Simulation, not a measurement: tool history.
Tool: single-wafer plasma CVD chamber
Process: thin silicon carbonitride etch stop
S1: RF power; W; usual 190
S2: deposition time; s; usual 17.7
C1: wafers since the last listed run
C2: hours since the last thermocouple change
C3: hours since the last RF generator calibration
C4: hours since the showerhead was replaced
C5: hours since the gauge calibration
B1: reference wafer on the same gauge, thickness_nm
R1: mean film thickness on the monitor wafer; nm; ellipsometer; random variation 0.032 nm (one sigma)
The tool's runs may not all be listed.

Run 1, hour 0: usual settings but S2 19.7 s; C1 0; C2 1035.1; C3 196.8; C4 6524.5; C5 1097.8; B1 8.461. Result: R1 10.7 nm.
At hour 26.2: gauge calibrated.
Run 2, hour 51: usual settings but S2 19.7 s; C1 1349; C2 1086.1; C3 247.8; C4 6575.5; C5 24.8; B1 8.253. Result: R1 10.37 nm.
Run 3, hour 102.6: usual settings; C1 1365; C2 1137.7; C3 299.4; C4 6627.1; C5 76.4; B1 8.241. Result: R1 9.395 nm.
Run 4, hour 146.1: usual settings but S1 175 W; C1 1151; C2 1181.2; C3 342.9; C4 6670.6; C5 119.9; B1 8.245. Result: R1 9.272 nm.
Run 5, hour 226.2: usual settings but S1 175 W; C1 2120; C2 1261.3; C3 423; C4 6750.7; C5 200; B1 8.253. Result: R1 9.292 nm.
Run 6, hour 304: usual settings but S1 175 W; C1 2059; C2 1339.1; C3 500.8; C4 6828.5; C5 277.8; B1 8.25. Result: R1 9.295 nm.
Run 7, hour 366.3: usual settings but S1 180 W; C1 1648; C2 1401.4; C3 563.1; C4 6890.8; C5 340.1; B1 8.272. Result: R1 9.362 nm.
Run 8, hour 471.4: usual settings; C1 2781; C2 1506.5; C3 668.2; C4 6995.9; C5 445.2; B1 8.268. Result: R1 9.445 nm.
Run 9, hour 517.1: usual settings; C1 1209; C2 1552.2; C3 713.9; C4 7041.6; C5 490.9; B1 8.288. Result: R1 9.416 nm.
At hour 558.8: showerhead replaced.
Run 10, hour 559.3: usual settings but S2 20.4 s; C1 905; C2 1594.4; C3 756.1; C4 0.5; C5 533.1; B1 8.298. Result: R1 10.949 nm.
Run 11, hour 598.2: usual settings but S2 20.4 s; C1 1029; C2 1633.3; C3 795; C4 39.4; C5 572; B1 8.298. Result: R1 10.932 nm.
Run 12, hour 650.5: usual settings but S1 165 W; C1 1384; C2 1685.6; C3 847.3; C4 91.7; C5 624.3; B1 8.312. Result: R1 9.187 nm.
Run 13, hour 709.7: usual settings but S2 20 s; C1 1566; C2 1744.8; C3 906.5; C4 150.9; C5 683.5; B1 8.322. Result: R1 10.744 nm.
Run 14, hour 817.1: usual settings; C1 2842; C2 1852.2; C3 1013.9; C4 258.3; C5 790.9; B1 8.344. Result: R1 9.462 nm.
Run 15, hour 866.2: usual settings but S1 155 W, S2 14.7 s; C1 1299; C2 1901.3; C3 1063; C4 307.4; C5 840; B1 8.361. Result: R1 7.596 nm.
At hour 893.1: gauge calibrated.
Run 16, hour 904.5: usual settings but S2 20.5 s; C1 1013; C2 1939.6; C3 1101.3; C4 345.7; C5 11.4; B1 8.272. Result: R1 10.941 nm.
Run 17, hour 942.5: usual settings but S1 220 W, S2 21 s; C1 1005; C2 1977.6; C3 1139.3; C4 383.7; C5 49.4; B1 8.278. Result: R1 11.488 nm.
At hour 1004.9: RF generator calibrated.
At hour 1129.1: thermocouple changed; heater temperature recalibrated.
Run 18, hour 1257.9: usual settings; C1 7924; C2 128.8; C3 253; C4 699.1; C5 364.8; B1 8.305. Result: R1 9.414 nm.

Run 19 comes next. What will it give?
Run 19, hour 1314: usual settings; C1 1484; C2 184.9; C3 309.1; C4 755.2; C5 420.9; B1 ?. Result: R1 ?.

B1: 8.289
R1: 9.499 nm
Without the tool's hidden state the same run would have given R1 9.457 nm.
